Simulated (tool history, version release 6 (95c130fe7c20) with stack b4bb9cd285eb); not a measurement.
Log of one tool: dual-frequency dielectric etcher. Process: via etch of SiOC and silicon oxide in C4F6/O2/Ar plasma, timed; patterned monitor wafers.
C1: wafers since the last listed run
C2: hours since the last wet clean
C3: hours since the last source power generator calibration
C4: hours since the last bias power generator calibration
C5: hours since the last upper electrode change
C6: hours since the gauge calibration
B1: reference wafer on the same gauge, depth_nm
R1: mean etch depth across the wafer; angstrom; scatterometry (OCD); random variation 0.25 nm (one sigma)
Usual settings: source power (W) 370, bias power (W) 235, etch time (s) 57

Run 1, hour 0: usual settings; C1 0; C2 335.2; C3 5020.4; C4 3290.1; C5 2608.9; C6 282.3; B1 70.6. Result: R1 660 angstrom.
Run 2, hour 22.2: usual settings; C1 420; C2 357.4; C3 5042.6; C4 3312.3; C5 2631.1; C6 304.5; B1 70.6. Result: R1 665 angstrom.
At hour 51.3: wet clean of the chamber.
Run 3, hour 51.8: usual settings; C1 106; C2 0.5; C3 5072.2; C4 3341.9; C5 2660.7; C6 334.1; B1 70.5. Result: R1 665 angstrom.
Run 4, hour 71.4: usual settings but source power (W) 340; C1 371; C2 20.1; C3 5091.8; C4 3361.5; C5 2680.3; C6 353.7; B1 70.6. Result: R1 632 angstrom.
Run 5, hour 102.3: usual settings but source power (W) 340; C1 584; C2 51; C3 5122.7; C4 3392.4; C5 2711.2; C6 384.6; B1 70.6. Result: R1 632 angstrom.
Run 6, hour 124.7: usual settings; C1 424; C2 73.4; C3 5145.1; C4 3414.8; C5 2733.6; C6 407; B1 70.7. Result: R1 662 angstrom.
Run 7, hour 154.8: usual settings; C1 569; C2 103.5; C3 5175.2; C4 3444.9; C5 2763.7; C6 437.1; B1 70.6. Result: R1 668 angstrom.
Run 8, hour 177.7: usual settings but bias power (W) 207; C1 433; C2 126.4; C3 5198.1; C4 3467.8; C5 2786.6; C6 460; B1 70.5. Result: R1 641 angstrom.
Run 9, hour 211.8: usual settings but bias power (W) 207; C1 645; C2 160.5; C3 5232.2; C4 3501.9; C5 2820.7; C6 494.1; B1 70.7. Result: R1 640 angstrom.
At hour 239.6: upper electrode replaced.
Run 10, hour 243.8: usual settings but bias power (W) 207; C1 151; C2 192.5; C3 5264.2; C4 3533.9; C5 4.2; C6 526.1; B1 70.6. Result: R1 640 angstrom.
Run 11, hour 278.4: usual settings but source power (W) 320, etch time (s) 53; C1 655; C2 227.1; C3 5298.8; C4 3568.5; C5 38.8; C6 560.7; B1 70.6. Result: R1 560 angstrom.
Run 12, hour 304: usual settings but source power (W) 320, etch time (s) 53; C1 484; C2 252.7; C3 5324.4; C4 3594.1; C5 64.4; C6 586.3; B1 70.6. Result: R1 565 angstrom.
At hour 308.5: bias power generator calibrated.
Run 13, hour 329.4: usual settings but source power (W) 350; C1 405; C2 278.1; C3 5349.8; C4 20.9; C5 89.8; C6 611.7; B1 70.6. Result: R1 640 angstrom.
Run 14, hour 363.9: usual settings; C1 653; C2 312.6; C3 5384.3; C4 55.4; C5 124.3; C6 646.2; B1 70.7. Result: R1 667 angstrom.
Run 15, hour 378: usual settings but source power (W) 320, bias power (W) 184; C1 266; C2 326.7; C3 5398.4; C4 69.5; C5 138.4; C6 660.3; B1 70.6. Result: R1 562 angstrom.
At hour 419.7: gauge calibrated.
At hour 425.9: wet clean of the chamber.
Run 16, hour 446.6: usual settings but source power (W) 290, bias power (W) 200, etch time (s) 50.5; C1 844; C2 20.7; C3 5467; C4 138.1; C5 207; C6 26.9; B1 70.7. Result: R1 476 angstrom.
Run 17, hour 475.9: usual settings; C1 554; C2 50; C3 5496.3; C4 167.4; C5 236.3; C6 56.2; B1 70.6. Result: R1 661 angstrom.
At hour 480.5: source power generator calibrated.
Run 18, hour 488.4: usual settings but source power (W) 430, bias power (W) 266, etch time (s) 48; C1 160; C2 62.5; C3 7.9; C4 179.9; C5 248.8; C6 68.7; B1 70.5. Result: R1 631 angstrom.
Run 19, hour 506.7: usual settings but source power (W) 430, bias power (W) 197, etch time (s) 70; C1 346; C2 80.8; C3 26.2; C4 198.2; C5 267.1; C6 87; B1 70.6. Result: R1 843 angstrom.
Run 20, hour 522.5: usual settings but bias power (W) 200, etch time (s) 68.5; C1 299; C2 96.6; C3 42; C4 214; C5 282.9; C6 102.8; B1 70.5. Result: R1 760 angstrom.
Run 21, hour 549.9: usual settings but source power (W) 340, bias power (W) 194, etch time (s) 62; C1 518; C2 124; C3 69.4; C4 241.4; C5 310.3; C6 130.2; B1 70.6. Result: R1 644 angstrom.
Run 22, hour 581.9: usual settings but source power (W) 430, bias power (W) 180, etch time (s) 62; C1 605; C2 156; C3 101.4; C4 273.4; C5 342.3; C6 162.2; B1 70.6. Result: R1 731 angstrom.
Run 23, hour 613.4: usual settings but source power (W) 310, bias power (W) 186, etch time (s) 42.5; C1 596; C2 187.5; C3 132.9; C4 304.9; C5 373.8; C6 193.7; B1 70.6. Result: R1 407 angstrom.
Run 24, hour 679.5: usual settings; C1 1251; C2 253.6; C3 199; C4 371; C5 439.9; C6 259.8; B1 70.6. Result: R1 663 angstrom.
Run 25, hour 695.1: usual settings but source power (W) 280, etch time (s) 69.5; C1 295; C2 269.2; C3 214.6; C4 386.6; C5 455.5; C6 275.4; B1 70.6. Result: R1 672 angstrom.
Run 26, hour 708.4: usual settings but source power (W) 280, bias power (W) 219, etch time (s) 45; C1 251; C2 282.5; C3 227.9; C4 399.9; C5 468.8; C6 288.7; B1 70.7. Result: R1 424 angstrom.
Run 27, hour 733.5: usual settings but source power (W) 460, bias power (W) 291; C1 475; C2 307.6; C3 253; C4 425; C5 493.9; C6 313.8; B1 70.6. Result: R1 806 angstrom.
At hour 762.7: wet clean of the chamber.
Run 28, hour 763.2: usual settings; C1 107; C2 0.5; C3 282.7; C4 454.7; C5 523.6; C6 343.5; B1 70.6. Result: R1 670 angstrom.

What the log doesn't show, run by run:
etch rate over this chamber's usual, %: 0 in every run
source power that arrives over what is set, %: 0 in every run
bias power that arrives over what is set, %: 0 in every run
gauge reads high (%): 0 in every run

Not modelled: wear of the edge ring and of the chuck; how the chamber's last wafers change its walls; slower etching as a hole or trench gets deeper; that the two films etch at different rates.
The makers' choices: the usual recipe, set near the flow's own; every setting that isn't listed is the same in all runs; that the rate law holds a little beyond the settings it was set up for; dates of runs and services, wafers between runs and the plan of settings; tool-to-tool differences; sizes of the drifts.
